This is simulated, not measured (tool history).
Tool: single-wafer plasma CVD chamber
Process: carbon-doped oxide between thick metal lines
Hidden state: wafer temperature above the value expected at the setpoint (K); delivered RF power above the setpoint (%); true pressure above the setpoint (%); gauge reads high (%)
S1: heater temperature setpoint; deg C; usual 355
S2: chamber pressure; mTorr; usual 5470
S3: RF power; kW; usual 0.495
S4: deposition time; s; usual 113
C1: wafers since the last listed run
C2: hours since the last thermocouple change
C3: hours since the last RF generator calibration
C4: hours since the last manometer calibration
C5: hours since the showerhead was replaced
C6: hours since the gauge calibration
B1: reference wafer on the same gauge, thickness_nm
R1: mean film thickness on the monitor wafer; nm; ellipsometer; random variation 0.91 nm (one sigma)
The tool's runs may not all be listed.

run	day	S1	S2	S3	S4	C1	C2	C3	C4	C5	C6	B1	R1
1	0.000	348	5470	0.495	113	0	901.1	2536.9	2116.9	4361.5	105.2	576.502	616.322
2	0.596	355	4700	0.495	113	217	915.4	2551.2	2131.2	4375.8	119.5	576.388	586.112
3	1.308	355	4700	0.495	113	260	932.5	2568.3	2148.3	4392.9	136.6	575.763	584.544
4	2.038	355	4700	0.495	113	266	950.0	2585.8	2165.8	4410.4	154.1	574.305	583.546
# day 2.558: gauge calibrated
# day 2.683: showerhead replaced
5	2.704	355	5470	0.495	118	121	966.0	2601.8	2181.8	0.5	3.5	578.174	633.992
6	3.129	355	5470	0.495	118	155	976.2	2612.0	2192.0	10.7	13.7	578.206	632.607
7	3.458	355	5470	0.495	113	120	984.1	2619.9	2199.9	18.6	21.6	578.133	605.002
# day 3.988: thermocouple changed; heater temperature recalibrated
8	4.104	344	6240	0.410	124	114	2.8	2635.4	2215.4	34.1	37.1	577.721	619.418
9	4.450	349	6110	0.495	113	126	11.1	2643.7	2223.7	42.4	45.4	578.024	625.539
# day 4.917: capacitance manometer re-zeroed and calibrated
10	4.938	355	5470	0.495	113	56	22.8	2655.4	0.5	54.1	57.1	577.681	605.256

The next listed run, before its measurement:
# day 5.375: RF generator calibrated
11	5.396	355	5470	0.495	91	45	33.8	0.5	11.5	65.1	68.1	?	?

Run 11 gave B1 577.124, R1 488.220 nm.
Without the tool's hidden state the same run would have given R1 488.583 nm.
